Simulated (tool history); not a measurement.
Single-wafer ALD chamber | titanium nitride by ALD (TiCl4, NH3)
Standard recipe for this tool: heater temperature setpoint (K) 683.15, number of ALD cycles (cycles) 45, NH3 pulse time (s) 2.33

run,hour,heater temperature setpoint (K),number of ALD cycles (cycles),NH3 pulse time (s),wafers since the last listed run,hours since the last thermocouple change,hours since the showerhead was replaced,hours since the gauge calibration,"read-back reference wafer on the same gauge, thickness_nm",mean film thickness on the monitor wafer (angstrom)
1,0,683.15,45,2.33,0,1842.7,4507.6,142,1.109,10.19
2,8.8,683.15,45,1.96,26,1851.5,4516.4,150.8,1.11,10.12
3,20,683.15,45,1.96,33,1862.7,4527.6,162,1.109,10.1
4,30.7,683.15,45,2.33,32,1873.4,4538.3,172.7,1.111,10.17
5,40.1,683.15,45,2.33,28,1882.8,4547.7,182.1,1.11,10.21
# hour 45.6: gauge calibrated
6,54.1,683.15,45,2.33,42,1896.8,4561.7,8.5,1.109,10.23
7,70.5,683.15,45,2.33,49,1913.2,4578.1,24.9,1.109,10.26
8,85.9,683.15,45,2.33,46,1928.6,4593.5,40.3,1.111,10.21
9,102.8,683.15,45,2.33,50,1945.5,4610.4,57.2,1.11,10.2
# hour 114.5: showerhead replaced
10,119.8,683.15,45,2.33,27,1962.5,5.3,74.2,1.11,10.2
11,126.4,683.15,45,2.33,19,1969.1,11.9,80.8,1.11,10.21
12,139.4,683.15,45,2.33,39,1982.1,24.9,93.8,1.11,10.23
13,147.8,683.15,45,2.33,25,1990.5,33.3,102.2,1.109,10.22
14,154.3,688.15,45,2.33,19,1997,39.8,108.7,1.11,10.26
15,163.3,688.15,45,2.33,27,2006,48.8,117.7,1.112,10.2
16,176.7,683.15,45,2.79,40,2019.4,62.2,131.1,1.109,10.25
17,190.7,683.15,48,1.45,42,2033.4,76.2,145.1,1.11,10.66
18,204.6,679.15,45,1.79,41,2047.3,90.1,159,1.11,10.1
19,221.6,683.15,45,2.33,51,2064.3,107.1,176,1.11,10.17
20,230.8,673.15,39,1.85,27,2073.5,116.3,185.2,1.11,8.72
# hour 239.4: gauge calibrated
21,240.3,670.15,45,3.02,28,2083,125.8,0.9,1.108,10.19
22,251.4,683.15,45,2.33,33,2094.1,136.9,12,1.11,10.22
23,258.1,678.15,38,1.73,20,2100.8,143.6,18.7,1.111,8.47
# hour 276.7: thermocouple changed; heater temperature recalibrated
24,277.2,683.15,45,2.33,33,0.5,162.7,37.8,1.11,10.22
25,284.3,683.15,45,2.33,21,7.6,169.8,44.9,1.11,10.23
26,291,690.15,45,2.67,20,14.3,176.5,51.6,1.109,10.27
27,301.5,674.15,52,1.9,31,24.8,187,62.1,1.111,11.68
28,317.7,697.15,45,3.13,48,41,203.2,78.3,1.11,10.34
29,325,683.15,43,1.68,21,48.3,210.5,85.6,1.11,9.59
30,341.3,683.15,45,2.82,48,64.6,226.8,101.9,1.11,10.28
31,347.3,683.15,45,2.33,18,70.6,232.8,107.9,1.11,10.2

4 ways to go on from here, each from the tool as it stands after run 31. What would each give?
A,347.8,671.15,45,2.33,1,71.1,233.3,108.4,?,?
B,347.8,697.15,47,1.41,1,71.1,233.3,108.4,?,?
C,347.8,692.15,51,2.63,1,71.1,233.3,108.4,?,?
D,347.8,688.15,45,1.76,1,71.1,233.3,108.4,?,?

run,"read-back reference wafer on the same gauge, thickness_nm",mean film thickness on the monitor wafer (angstrom)
A,1.109,10.16
B,1.109,10.5
C,1.109,11.64
D,1.109,10.11
Had the tool no hidden state, the same runs would have come out as:
run,mean film thickness on the monitor wafer (angstrom)
A,10.16
B,10.5
C,11.64
D,10.11

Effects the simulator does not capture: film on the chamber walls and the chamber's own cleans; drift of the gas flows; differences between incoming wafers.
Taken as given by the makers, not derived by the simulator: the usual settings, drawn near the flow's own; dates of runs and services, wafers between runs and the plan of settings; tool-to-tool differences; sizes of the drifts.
